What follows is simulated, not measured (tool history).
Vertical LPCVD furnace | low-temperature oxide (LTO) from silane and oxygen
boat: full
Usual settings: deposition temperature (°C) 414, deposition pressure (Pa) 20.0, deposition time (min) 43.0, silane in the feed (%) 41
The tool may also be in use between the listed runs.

run,hour,deposition temperature (°C),deposition pressure (Pa),deposition time (min),silane in the feed (%),wafers since the last listed run,hours since the last temperature calibration,hours since the pressure gauge was zeroed,hours since the silane flow controller was replaced,hours since the gauge calibration,"read-back reference wafer on the same gauge, thickness",film thickness on the monitor wafer in the middle of the boat (nm)
1,0.0,414,20.0,43.0,41,0,4542.5,2272.7,2753.7,517.7,360.33,339.71
2,65.9,414,20.0,43.0,41,711,4608.4,2338.6,2819.6,583.6,359.98,338.16
3,137.4,414,20.0,43.0,41,771,4679.9,2410.1,2891.1,655.1,359.74,339.13
4,165.0,414,20.0,43.0,41,297,4707.5,2437.7,2918.7,682.7,359.68,338.98
5,216.8,414,20.0,43.0,41,558,4759.3,2489.5,2970.5,734.5,359.78,337.45
6,264.1,414,20.0,43.0,41,510,4806.6,2536.8,3017.8,781.8,360.05,338.92
7,291.1,414,20.0,43.0,41,291,4833.6,2563.8,3044.8,808.8,359.81,337.65
# hour 322.1: silane flow controller replaced
8,341.2,417,22.0,28.5,49,281,4883.7,2613.9,19.1,858.9,359.98,300.85
# hour 375.2: gauge calibrated
9,388.0,414,20.0,43.0,41,505,4930.5,2660.7,65.9,12.8,364.83,343.42
10,421.0,422,20.0,43.0,47,356,4963.5,2693.7,98.9,45.8,364.06,424.06
11,448.2,411,20.0,43.0,36,293,4990.7,2720.9,126.1,73.0,363.84,283.48
# hour 479.1: thermocouples replaced and temperature profile calibrated
12,512.7,414,20.0,43.0,41,436,33.6,2785.4,190.6,137.5,362.55,341.21
# hour 536.7: pressure gauge zeroed
13,580.8,409,16.7,30.5,43,476,101.7,44.1,258.7,205.6,362.18,201.55
14,738.5,422,16.0,43.0,41,1701,259.4,201.8,416.4,363.3,361.25,296.04

How the hidden state differs across the entries between the runs, from the last listed run before each to the first after it:
Between runs 7 and 8: silane flow controller replaced (hour 322.1)
  gauge reads high (%): -1.42 -> -1.44
  measured less the result without the state, film thickness on the monitor wafer in the middle of the boat (nm): -4.87 -> -4.38
Between runs 8 and 9: gauge calibrated (hour 375.2)
  gauge reads high (%): -1.44 -> -0.0884
  measured less the result without the state, film thickness on the monitor wafer in the middle of the boat (nm): -4.38 -> -0.30
Between runs 11 and 12: thermocouples replaced and temperature profile calibrated (hour 479.1)
  gauge reads high (%): -0.356 -> -0.585
  measured less the result without the state, film thickness on the monitor wafer in the middle of the boat (nm): -1.01 -> -2.01
Between runs 12 and 13: pressure gauge zeroed (hour 536.7)
  gauge reads high (%): -0.585 -> -0.775
  measured less the result without the state, film thickness on the monitor wafer in the middle of the boat (nm): -2.01 -> -1.58

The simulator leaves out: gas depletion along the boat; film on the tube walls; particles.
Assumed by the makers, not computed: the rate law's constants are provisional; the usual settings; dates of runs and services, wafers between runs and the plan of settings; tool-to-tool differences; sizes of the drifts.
